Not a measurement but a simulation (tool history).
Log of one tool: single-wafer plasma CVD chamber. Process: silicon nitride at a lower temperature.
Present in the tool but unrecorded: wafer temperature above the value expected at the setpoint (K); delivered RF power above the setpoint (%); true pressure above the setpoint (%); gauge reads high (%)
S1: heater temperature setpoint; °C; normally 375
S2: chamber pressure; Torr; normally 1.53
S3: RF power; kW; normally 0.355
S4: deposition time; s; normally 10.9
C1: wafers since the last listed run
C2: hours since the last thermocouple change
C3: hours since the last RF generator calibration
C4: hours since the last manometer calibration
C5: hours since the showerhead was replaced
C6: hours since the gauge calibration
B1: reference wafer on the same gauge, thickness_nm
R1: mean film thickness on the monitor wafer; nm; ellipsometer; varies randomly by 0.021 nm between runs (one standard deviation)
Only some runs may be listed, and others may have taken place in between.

run,hour,S1,S2,S3,S4,C1,C2,C3,C4,C5,C6,B1,R1
1,0,375,1.53,0.355,10.9,0,962.2,1066.9,1520.3,4745.4,112.1,15.002,14.019
2,21.1,375,1.53,0.355,10.9,345,983.3,1088,1541.4,4766.5,133.2,15.004,13.997
3,55.5,375,1.53,0.355,10.9,562,1017.7,1122.4,1575.8,4800.9,167.6,15.004,14.017
4,81.5,375,1.53,0.355,10.9,425,1043.7,1148.4,1601.8,4826.9,193.6,15.002,13.971
5,108.7,375,1.53,0.355,11.6,444,1070.9,1175.6,1629,4854.1,220.8,15.003,14.934
6,144.3,375,1.53,0.355,11.6,582,1106.5,1211.2,1664.6,4889.7,256.4,15.004,14.89
7,170.2,375,1.53,0.355,10.9,423,1132.4,1237.1,1690.5,4915.6,282.3,15,13.985
# hour 201.6: thermocouple changed; heater temperature recalibrated
8,202.1,375,1.53,0.355,10.9,390,0.5,1269,1722.4,4947.5,314.2,15.006,13.953
9,221.2,375,1.53,0.355,10.9,312,19.6,1288.1,1741.5,4966.6,333.3,15.002,13.958
10,239,375,1.53,0.33,10.9,291,37.4,1305.9,1759.3,4984.4,351.1,15.004,13.344
# hour 263.8: RF generator calibrated
11,270,375,1.53,0.33,10.9,376,68.4,6.2,1790.3,5015.4,382.1,15.007,13.634
12,285.6,375,1.53,0.33,10.9,255,84,21.8,1805.9,5031,397.7,14.994,13.625
# hour 298: gauge calibrated
13,378.1,375,1.53,0.355,10.9,1512,176.5,114.3,1898.4,5123.5,80.1,14.999,14.274
14,402.2,368,1.87,0.355,10.9,394,200.6,138.4,1922.5,5147.6,104.2,15.004,15.077
# hour 436.1: capacitance manometer re-zeroed and calibrated
15,461.2,375,1.64,0.355,11.5,833,259.6,197.4,25.1,5206.6,163.2,14.995,15.113
16,479.7,364,1.43,0.355,9.5,302,278.1,215.9,43.6,5225.1,181.7,14.999,12.131
17,496.5,362,1.69,0.355,10.9,274,294.9,232.7,60.4,5241.9,198.5,15.005,14.51
# hour 505.1: showerhead replaced
18,511.7,381,1.53,0.3,10.9,117,310.1,247.9,75.6,6.6,213.7,15.008,12.695
19,542.2,375,1.81,0.3,9.5,498,340.6,278.4,106.1,37.1,244.2,14.995,11.497
20,565.5,375,1.53,0.42,9,380,363.9,301.7,129.4,60.4,267.5,14.998,12.825
21,582.3,375,1.53,0.39,10.9,274,380.7,318.5,146.2,77.2,284.3,14.996,14.885
22,607.1,371,1.69,0.4,10.9,405,405.5,343.3,171,102,309.1,14.996,15.518
23,635.2,388,1.82,0.385,9.8,459,433.6,371.4,199.1,130.1,337.2,15.007,13.812
24,667.7,375,1.53,0.355,10.9,531,466.1,403.9,231.6,162.6,369.7,14.999,14.079

Consider 3 possible next runs. They are alternatives, not a sequence: every one starts from the tool as it was left by run 24. What does each give?
A,668.1,389,1.53,0.355,10.9,6,466.5,404.3,232,163,370.1,?,?
B,668.1,375,1.39,0.385,10.9,6,466.5,404.3,232,163,370.1,?,?
C,668.1,380,1.68,0.4,10.9,6,466.5,404.3,232,163,370.1,?,?

run,B1,R1
A,15.003,13.935
B,15.003,14.388
C,15.003,15.396
The same runs, with their run-to-run variation unchanged, on a tool lacking any hidden condition would have given:
run,R1
A,13.999
B,14.455
C,15.463

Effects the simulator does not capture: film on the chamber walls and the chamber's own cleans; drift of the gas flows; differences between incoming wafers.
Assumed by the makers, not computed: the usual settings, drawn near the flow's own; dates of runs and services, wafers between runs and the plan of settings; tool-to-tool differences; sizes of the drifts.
